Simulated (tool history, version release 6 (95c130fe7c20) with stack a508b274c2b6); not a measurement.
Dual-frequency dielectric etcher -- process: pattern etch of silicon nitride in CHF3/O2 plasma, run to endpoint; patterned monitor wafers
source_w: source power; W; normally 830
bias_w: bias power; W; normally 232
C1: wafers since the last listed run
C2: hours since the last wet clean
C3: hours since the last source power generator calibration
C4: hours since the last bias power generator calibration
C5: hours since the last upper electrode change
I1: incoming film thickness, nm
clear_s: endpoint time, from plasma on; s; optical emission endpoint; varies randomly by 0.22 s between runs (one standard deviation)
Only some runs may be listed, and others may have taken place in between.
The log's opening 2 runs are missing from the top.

run 3 hour=133.2 | source_w=830 bias_w=246 | C1=497 C2=337.7 C3=4478.2 C4=316.3 C5=2040.9 | I1=103.3 | clear_s=54.4
run 4 hour=187.6 | source_w=830 bias_w=246 | C1=388 C2=392.1 C3=4532.6 C4=370.7 C5=2095.3 | I1=103.4 | clear_s=55
run 5 hour=248.5 | source_w=830 bias_w=246 | C1=435 C2=453 C3=4593.5 C4=431.6 C5=2156.2 | I1=102.4 | clear_s=54.5
-- hour=272.8 wet clean of the chamber
run 6 hour=299.5 | source_w=830 bias_w=232 | C1=192 C2=26.7 C3=4644.5 C4=482.6 C5=2207.2 | I1=102.4 | clear_s=54.7
run 7 hour=340.8 | source_w=830 bias_w=232 | C1=295 C2=68 C3=4685.8 C4=523.9 C5=2248.5 | I1=103.4 | clear_s=54.9
run 8 hour=391.6 | source_w=830 bias_w=232 | C1=363 C2=118.8 C3=4736.6 C4=574.7 C5=2299.3 | I1=102.4 | clear_s=55
-- hour=436.5 upper electrode replaced
run 9 hour=437 | source_w=830 bias_w=232 | C1=152 C2=164.2 C3=4782 C4=620.1 C5=0.5 | I1=102.1 | clear_s=54.5
run 10 hour=449.7 | source_w=830 bias_w=232 | C1=90 C2=176.9 C3=4794.7 C4=632.8 C5=13.2 | I1=102.4 | clear_s=54.9
run 11 hour=494 | source_w=830 bias_w=232 | C1=316 C2=221.2 C3=4839 C4=677.1 C5=57.5 | I1=102 | clear_s=54.8
-- hour=543.9 source power generator calibrated
run 12 hour=622.5 | source_w=950 bias_w=232 | C1=889 C2=349.7 C3=78.6 C4=805.6 C5=186 | I1=102 | clear_s=52.2
run 13 hour=687.9 | source_w=830 bias_w=264 | C1=467 C2=415.1 C3=144 C4=871 C5=251.4 | I1=101.9 | clear_s=52.8
run 14 hour=724.4 | source_w=770 bias_w=249 | C1=260 C2=451.6 C3=180.5 C4=907.5 C5=287.9 | I1=102.6 | clear_s=56.7
-- hour=796.1 wet clean of the chamber
run 15 hour=796.6 | source_w=930 bias_w=247 | C1=344 C2=0.5 C3=252.7 C4=979.7 C5=360.1 | I1=102.9 | clear_s=50.8
run 16 hour=848.4 | source_w=690 bias_w=209 | C1=370 C2=52.3 C3=304.5 C4=1031.5 C5=411.9 | I1=103.4 | clear_s=62.8
run 17 hour=914.3 | source_w=830 bias_w=232 | C1=470 C2=118.2 C3=370.4 C4=1097.4 C5=477.8 | I1=102.6 | clear_s=55.5
run 18 hour=959.2 | source_w=830 bias_w=254 | C1=320 C2=163.1 C3=415.3 C4=1142.3 C5=522.7 | I1=102.8 | clear_s=53.7
run 19 hour=987.4 | source_w=970 bias_w=284 | C1=201 C2=191.3 C3=443.5 C4=1170.5 C5=550.9 | I1=103.6 | clear_s=48.4
run 20 hour=1047.9 | source_w=640 bias_w=186 | C1=432 C2=251.8 C3=504 C4=1231 C5=611.4 | I1=101.9 | clear_s=68.3
run 21 hour=1117.6 | source_w=830 bias_w=232 | C1=498 C2=321.5 C3=573.7 C4=1300.7 C5=681.1 | I1=102.5 | clear_s=56.2
run 22 hour=1168.7 | source_w=780 bias_w=232 | C1=365 C2=372.6 C3=624.8 C4=1351.8 C5=732.2 | I1=101.6 | clear_s=57.7
-- hour=1296.1 wet clean of the chamber
run 23 hour=1296.6 | source_w=830 bias_w=186 | C1=742 C2=0.5 C3=752.7 C4=1479.7 C5=860.1 | I1=102.1 | clear_s=59.8

Run 24 is up next; what results do you expect?
run 24 hour=1327.7 | source_w=1030 bias_w=176 | C1=222 C2=31.6 C3=783.8 C4=1510.8 C5=891.2 | I1=104.1 | clear_s=?

Run 24 produced clear_s 56.8 s.
On a tool with no hidden condition, and with the same random variation, this run would have come out at clear_s 55.6 s.
